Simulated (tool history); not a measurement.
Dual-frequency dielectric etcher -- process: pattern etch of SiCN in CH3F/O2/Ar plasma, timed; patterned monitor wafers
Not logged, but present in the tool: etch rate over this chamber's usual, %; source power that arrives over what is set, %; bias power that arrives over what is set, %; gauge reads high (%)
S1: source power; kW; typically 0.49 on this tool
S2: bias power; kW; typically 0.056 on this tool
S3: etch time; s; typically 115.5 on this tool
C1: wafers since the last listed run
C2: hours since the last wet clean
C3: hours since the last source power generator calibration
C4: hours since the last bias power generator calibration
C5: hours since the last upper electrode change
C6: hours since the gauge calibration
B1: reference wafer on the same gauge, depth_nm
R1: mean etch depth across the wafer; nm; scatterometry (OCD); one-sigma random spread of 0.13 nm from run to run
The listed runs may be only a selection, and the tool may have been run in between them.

run	day	S1	S2	S3	C1	C2	C3	C4	C5	C6	B1	R1
1	0	0.52	0.056	115.5	0	176.8	1891.1	2949.9	1661.8	608.4	44.19	44.33
2	12.958	0.52	0.056	115.5	3401	487.8	2202.1	3260.9	1972.8	919.4	44.16	44.35
# day 13.958: wet clean of the chamber
3	16.35	0.49	0.045	115.5	627	57.4	2283.5	3342.3	2054.2	1000.8	44.19	41.01
4	19.358	0.49	0.056	115.5	789	129.6	2355.7	3414.5	2126.4	1073	44.22	43.4
5	23.558	0.49	0.056	126.5	1102	230.4	2456.5	3515.3	2227.2	1173.8	44.19	47.45
6	27.688	0.49	0.056	115.5	1083	329.5	2555.6	3614.4	2326.3	1272.9	44.19	43.38
7	30.446	0.49	0.056	115.5	723	395.7	2621.8	3680.6	2392.5	1339.1	44.24	43.7
# day 32.938: bias power generator calibrated
8	32.958	0.49	0.056	115.5	615	456	2682.1	0.5	2452.8	1399.4	44.21	43.49
# day 35.45: wet clean of the chamber
9	44.3	0.49	0.056	115.5	2714	212.4	2954.3	272.7	2725	1671.6	44.16	43.67
10	47.425	0.49	0.056	115.5	820	287.4	3029.3	347.7	2800	1746.6	44.23	43.6
11	50.588	0.49	0.056	115.5	830	363.3	3105.2	423.6	2875.9	1822.5	44.16	43.46
# day 54.529: wet clean of the chamber
12	54.55	0.49	0.056	115.5	777	0.5	3200.3	518.7	2971	1917.6	44.18	43.82
13	58.279	0.49	0.056	115.5	978	90	3289.8	608.2	3060.5	2007.1	44.21	43.64
14	61.896	0.49	0.056	107.5	949	176.8	3376.6	695	3147.3	2093.9	44.23	40.73
15	64.379	0.38	0.065	131	651	236.4	3436.2	754.6	3206.9	2153.5	44.21	47.13
16	66.967	0.49	0.056	95	679	298.5	3498.3	816.7	3269	2215.6	44.18	36.07
17	69.438	0.58	0.043	103	648	357.8	3557.6	876	3328.3	2274.9	44.2	39.1
18	72.042	0.49	0.056	115.5	683	420.3	3620.1	938.5	3390.8	2337.4	44.18	43.95
# day 74.392: wet clean of the chamber
19	76	0.55	0.067	147.5	776	38.6	3715.1	1033.5	3485.8	2432.4	44.19	61.88
# day 77.088: gauge calibrated
# day 77.208: source power generator calibrated
20	78.592	0.49	0.056	115.5	636	100.8	33.2	1095.7	3548	36.1	44.18	42.86
# day 81.821: upper electrode replaced
21	81.954	0.55	0.067	147.5	620	181.5	113.9	1176.4	3.2	116.8	44.18	60.39
22	83.758	0.45	0.047	115.5	473	224.8	157.2	1219.7	46.5	160.1	44.17	39.69
23	85.504	0.49	0.056	89	458	266.7	199.1	1261.6	88.4	202	44.18	33.21
24	88.312	0.49	0.056	115.5	737	334.1	266.5	1329	155.8	269.4	44.19	42.83
# day 94.838: wet clean of the chamber
25	101.146	0.4	0.05	115.5	3105	151.4	574.5	1637	463.8	577.4	44.18	38.73
26	103.067	0.44	0.069	139.5	504	197.5	620.6	1683.1	509.9	623.5	44.17	53.16
27	105.758	0.54	0.045	115.5	706	262.1	685.2	1747.7	574.5	688.1	44.21	42.07
28	107.275	0.49	0.047	115.5	398	298.5	721.6	1784.1	610.9	724.5	44.19	41.13

Here are 4 independent what-if runs from the current tool condition. What would each one return?
A	107.292	0.49	0.056	115.5	4	298.9	722	1784.5	611.3	724.9	?	?
B	107.292	0.49	0.043	148	4	298.9	722	1784.5	611.3	724.9	?	?
C	107.292	0.58	0.056	97.5	4	298.9	722	1784.5	611.3	724.9	?	?
D	107.292	0.6	0.061	115.5	4	298.9	722	1784.5	611.3	724.9	?	?

run	B1	R1
A	44.21	42.94
B	44.21	51.19
C	44.21	38.59
D	44.21	47.44
Without the tool's unlogged condition, the same runs would have read:
run	R1
A	42.82
B	51.04
C	38.47
D	47.3
